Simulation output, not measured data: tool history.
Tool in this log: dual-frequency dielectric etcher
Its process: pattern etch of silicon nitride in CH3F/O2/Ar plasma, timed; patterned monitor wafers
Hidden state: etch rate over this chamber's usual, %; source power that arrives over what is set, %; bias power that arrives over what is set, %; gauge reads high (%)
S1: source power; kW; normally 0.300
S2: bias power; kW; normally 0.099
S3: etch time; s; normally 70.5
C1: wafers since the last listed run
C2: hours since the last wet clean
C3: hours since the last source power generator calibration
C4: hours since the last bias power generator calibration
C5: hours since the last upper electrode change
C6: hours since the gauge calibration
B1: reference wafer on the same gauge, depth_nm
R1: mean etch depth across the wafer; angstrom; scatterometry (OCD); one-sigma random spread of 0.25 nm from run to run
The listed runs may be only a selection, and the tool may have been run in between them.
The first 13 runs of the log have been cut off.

run,hour,S1,S2,S3,C1,C2,C3,C4,C5,C6,B1,R1
# hour 940.1: bias power generator calibrated
# hour 987.1: wet clean of the chamber
14,989.6,0.300,0.099,90.0,632,2.5,519.2,49.5,5170.4,843.3,51.06,662.4
15,1055.8,0.270,0.099,70.5,544,68.7,585.4,115.7,5236.6,909.5,50.95,500.8
16,1104.3,0.360,0.099,70.5,398,117.2,633.9,164.2,5285.1,958.0,51.03,555.7
17,1193.5,0.300,0.099,70.5,733,206.4,723.1,253.4,5374.3,1047.2,50.99,518.9
18,1233.8,0.340,0.083,70.5,331,246.7,763.4,293.7,5414.6,1087.5,50.95,490.0
19,1269.9,0.250,0.120,78.0,296,282.8,799.5,329.8,5450.7,1123.6,50.90,593.2
20,1365.3,0.340,0.119,64.5,784,378.2,894.9,425.2,5546.1,1219.0,50.85,539.8
21,1412.3,0.240,0.099,70.5,386,425.2,941.9,472.2,5593.1,1266.0,50.82,478.2
# hour 1485.4: upper electrode replaced
22,1493.2,0.300,0.099,70.5,467,506.1,1022.8,553.1,7.8,1346.9,50.80,518.3
# hour 1519.8: wet clean of the chamber
23,1600.8,0.370,0.108,70.5,687,81.0,1130.4,660.7,115.4,1454.5,50.79,576.3
24,1702.0,0.300,0.085,54.5,832,182.2,1231.6,761.9,216.6,1555.7,50.74,370.0
25,1747.5,0.270,0.089,84.0,374,227.7,1277.1,807.4,262.1,1601.2,50.71,564.0
26,1823.0,0.300,0.106,79.5,620,303.2,1352.6,882.9,337.6,1676.7,50.66,603.0
27,1878.6,0.320,0.099,53.0,457,358.8,1408.2,938.5,393.2,1732.3,50.75,397.3
28,1926.1,0.330,0.084,78.5,390,406.3,1455.7,986.0,440.7,1779.8,50.66,548.4

What will run 29 give?
29,1983.3,0.300,0.099,70.5,470,463.5,1512.9,1043.2,497.9,1837.0,?,?

B1: 50.71
R1: 515.8 angstrom
Take away the tool's hidden state, keep the run-to-run variation as it was, and the same run would have given R1 532.2 angstrom.
